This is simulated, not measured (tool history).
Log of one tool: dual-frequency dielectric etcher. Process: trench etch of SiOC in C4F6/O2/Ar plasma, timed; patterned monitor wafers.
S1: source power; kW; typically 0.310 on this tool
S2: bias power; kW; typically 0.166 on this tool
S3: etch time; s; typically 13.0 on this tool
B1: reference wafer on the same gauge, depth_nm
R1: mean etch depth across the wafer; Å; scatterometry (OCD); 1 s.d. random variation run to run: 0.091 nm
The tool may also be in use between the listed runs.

run 1 hour=0.0 | S1=0.310 S2=0.177 S3=13.0 | B1=20.48 | R1=252.2
run 2 hour=15.5 | S1=0.310 S2=0.166 S3=13.0 | B1=20.49 | R1=246.3
run 3 hour=24.6 | S1=0.310 S2=0.166 S3=13.0 | B1=20.51 | R1=246.8
run 4 hour=40.3 | S1=0.310 S2=0.166 S3=13.0 | B1=20.51 | R1=245.5
run 5 hour=56.5 | S1=0.310 S2=0.166 S3=13.0 | B1=20.50 | R1=244.1
run 6 hour=69.7 | S1=0.310 S2=0.166 S3=13.0 | B1=20.49 | R1=244.3
run 7 hour=82.1 | S1=0.310 S2=0.166 S3=13.0 | B1=20.50 | R1=244.3
-- hour=106.2 gauge calibrated
-- hour=116.3 wet clean of the chamber
run 8 hour=116.8 | S1=0.360 S2=0.192 S3=13.0 | B1=20.49 | R1=283.0
run 9 hour=117.1 | S1=0.360 S2=0.192 S3=13.0 | B1=20.50 | R1=283.9
-- hour=124.8 bias power generator calibrated
run 10 hour=125.3 | S1=0.310 S2=0.166 S3=13.0 | B1=20.51 | R1=251.8
run 11 hour=135.1 | S1=0.310 S2=0.166 S3=13.0 | B1=20.49 | R1=250.4
run 12 hour=141.7 | S1=0.310 S2=0.166 S3=13.0 | B1=20.50 | R1=251.2
run 13 hour=157.1 | S1=0.310 S2=0.166 S3=13.0 | B1=20.50 | R1=252.1
run 14 hour=202.8 | S1=0.310 S2=0.166 S3=13.0 | B1=20.49 | R1=249.4
run 15 hour=219.6 | S1=0.330 S2=0.166 S3=16.5 | B1=20.51 | R1=325.2
run 16 hour=227.3 | S1=0.350 S2=0.184 S3=14.5 | B1=20.50 | R1=304.6
-- hour=245.4 source power generator calibrated
-- hour=263.0 upper electrode replaced, of another model than before
run 17 hour=263.5 | S1=0.310 S2=0.150 S3=13.0 | B1=20.49 | R1=236.1
run 18 hour=263.8 | S1=0.310 S2=0.143 S3=15.5 | B1=20.50 | R1=273.5
run 19 hour=264.2 | S1=0.310 S2=0.166 S3=13.0 | B1=20.50 | R1=249.9
run 20 hour=273.4 | S1=0.270 S2=0.166 S3=10.0 | B1=20.50 | R1=185.0
run 21 hour=281.5 | S1=0.250 S2=0.188 S3=15.5 | B1=20.50 | R1=300.6
run 22 hour=292.3 | S1=0.240 S2=0.166 S3=16.0 | B1=20.50 | R1=288.1
run 23 hour=307.5 | S1=0.360 S2=0.149 S3=14.5 | B1=20.51 | R1=271.9
run 24 hour=321.5 | S1=0.330 S2=0.145 S3=13.0 | B1=20.51 | R1=235.4
run 25 hour=331.8 | S1=0.310 S2=0.166 S3=13.0 | B1=20.50 | R1=248.4
run 26 hour=347.5 | S1=0.340 S2=0.166 S3=13.0 | B1=20.51 | R1=252.8
run 27 hour=356.8 | S1=0.370 S2=0.166 S3=17.0 | B1=20.50 | R1=338.6
run 28 hour=363.2 | S1=0.310 S2=0.166 S3=11.5 | B1=20.51 | R1=219.4
run 29 hour=373.8 | S1=0.310 S2=0.166 S3=13.0 | B1=20.51 | R1=246.2
run 30 hour=391.5 | S1=0.360 S2=0.166 S3=13.0 | B1=20.50 | R1=256.9

Each row is a separate what-if for the run after 30, all from the same tool condition, not one after another. Results?
run A hour=391.9 | S1=0.310 S2=0.166 S3=15.5 | B1=? | R1=?
run B hour=391.9 | S1=0.380 S2=0.207 S3=14.5 | B1=? | R1=?
run C hour=391.9 | S1=0.360 S2=0.149 S3=13.0 | B1=? | R1=?
run D hour=391.9 | S1=0.330 S2=0.166 S3=15.5 | B1=? | R1=?

run=A B1=20.49 R1=292.5
run=B B1=20.49 R1=322.0
run=C B1=20.49 R1=241.1
run=D B1=20.49 R1=297.2
The same runs, with their run-to-run variation unchanged, on a tool lacking any hidden condition would have given:
run=A R1=298.0
run=B R1=328.0
run=C R1=245.6
run=D R1=302.7
